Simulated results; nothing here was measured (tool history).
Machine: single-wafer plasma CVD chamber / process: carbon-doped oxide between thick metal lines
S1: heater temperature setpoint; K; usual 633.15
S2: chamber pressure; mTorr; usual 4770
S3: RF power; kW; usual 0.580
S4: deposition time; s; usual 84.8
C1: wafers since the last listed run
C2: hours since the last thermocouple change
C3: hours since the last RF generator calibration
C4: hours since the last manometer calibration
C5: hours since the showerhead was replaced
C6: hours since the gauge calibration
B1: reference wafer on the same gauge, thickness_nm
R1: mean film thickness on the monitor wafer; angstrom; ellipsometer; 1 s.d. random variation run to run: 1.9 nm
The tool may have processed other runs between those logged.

run,hour,S1,S2,S3,S4,C1,C2,C3,C4,C5,C6,B1,R1
1,0.0,633.15,4770,0.580,96.1,0,566.9,1300.0,0.5,1481.5,954.9,427.341,4964.74
2,53.6,633.15,5480,0.650,84.8,945,620.5,1353.6,54.1,1535.1,1008.5,427.580,5006.08
3,130.6,633.15,5480,0.650,84.8,1357,697.5,1430.6,131.1,1612.1,1085.5,427.865,4999.41
4,176.1,633.15,5480,0.650,84.8,802,743.0,1476.1,176.6,1657.6,1131.0,428.065,4992.33
5,222.2,633.15,4770,0.580,84.8,812,789.1,1522.2,222.7,1703.7,1177.1,428.424,4438.36
# hour 262.8: RF generator calibrated
6,283.3,633.15,4770,0.580,84.8,936,850.2,20.5,283.8,1764.8,1238.2,428.698,4425.14
7,366.0,633.15,4770,0.580,84.8,1458,932.9,103.2,366.5,1847.5,1320.9,428.437,4430.61
8,473.9,633.15,4770,0.580,84.8,1902,1040.8,211.1,474.4,1955.4,1428.8,428.048,4394.50
9,543.6,639.15,4770,0.580,84.8,1228,1110.5,280.8,544.1,2025.1,1498.5,427.098,4337.36
10,624.4,624.15,4770,0.635,84.8,1424,1191.3,361.6,624.9,2105.9,1579.3,428.078,4883.61
11,686.1,624.15,4770,0.635,84.8,1087,1253.0,423.3,686.6,2167.6,1641.0,427.625,4891.82
12,787.6,633.15,4770,0.580,84.8,1789,1354.5,524.8,788.1,2269.1,1742.5,427.877,4414.18
# hour 834.1: showerhead replaced
13,886.3,645.15,3960,0.520,95.7,1599,1453.2,623.5,886.8,52.2,1841.2,428.319,4225.11
14,959.2,619.15,4770,0.580,78.0,1285,1526.1,696.4,959.7,125.1,1914.1,428.700,4217.97
# hour 1176.8: thermocouple changed; heater temperature recalibrated
15,1197.9,645.15,4770,0.500,94.1,4067,21.1,935.1,1198.4,363.8,2152.8,428.166,4031.07
16,1243.2,645.15,4770,0.500,94.1,798,66.4,980.4,1243.7,409.1,2198.1,427.502,4063.16
17,1284.6,633.15,4770,0.580,84.8,729,107.8,1021.8,1285.1,450.5,2239.5,428.007,4432.52
18,1332.9,622.15,4160,0.525,84.8,851,156.1,1070.1,1333.4,498.8,2287.8,429.006,4014.00
19,1416.6,623.15,4770,0.580,84.8,1475,239.8,1153.8,1417.1,582.5,2371.5,428.784,4532.98
20,1484.7,618.15,4770,0.645,84.8,1200,307.9,1221.9,1485.2,650.6,2439.6,427.954,5072.79
21,1523.4,642.15,4770,0.625,84.8,682,346.6,1260.6,1523.9,689.3,2478.3,427.223,4625.38
# hour 1732.6: RF generator calibrated
22,1733.1,633.15,4770,0.580,84.8,3556,556.3,0.5,1733.6,899.0,2688.0,427.882,4395.00
# hour 1739.4: gauge calibrated
# hour 1764.2: capacitance manometer re-zeroed and calibrated
23,1820.6,624.15,3930,0.540,84.8,1401,643.8,88.0,56.4,986.5,81.2,428.365,4103.95
24,1922.5,641.15,4770,0.580,84.8,1796,745.7,189.9,158.3,1088.4,183.1,428.227,4301.06
25,2185.6,633.15,4770,0.580,84.8,4639,1008.8,453.0,421.4,1351.5,446.2,427.672,4388.57
26,2225.7,629.15,5640,0.530,97.4,707,1048.9,493.1,461.5,1391.6,486.3,428.481,4760.02
27,2329.3,633.15,4390,0.580,96.5,1826,1152.5,596.7,565.1,1495.2,589.9,428.119,4962.04
28,2435.5,633.15,5140,0.485,84.8,1872,1258.7,702.9,671.3,1601.4,696.1,427.907,3625.20

Hidden state, per run?
wafer temperature above the value expected at the setpoint (K): 0 across all the runs
delivered RF power above the setpoint (%): 0 across all the runs
true pressure above the setpoint (%): 0 across all the runs
gauge reads high (%): 0 across all the runs
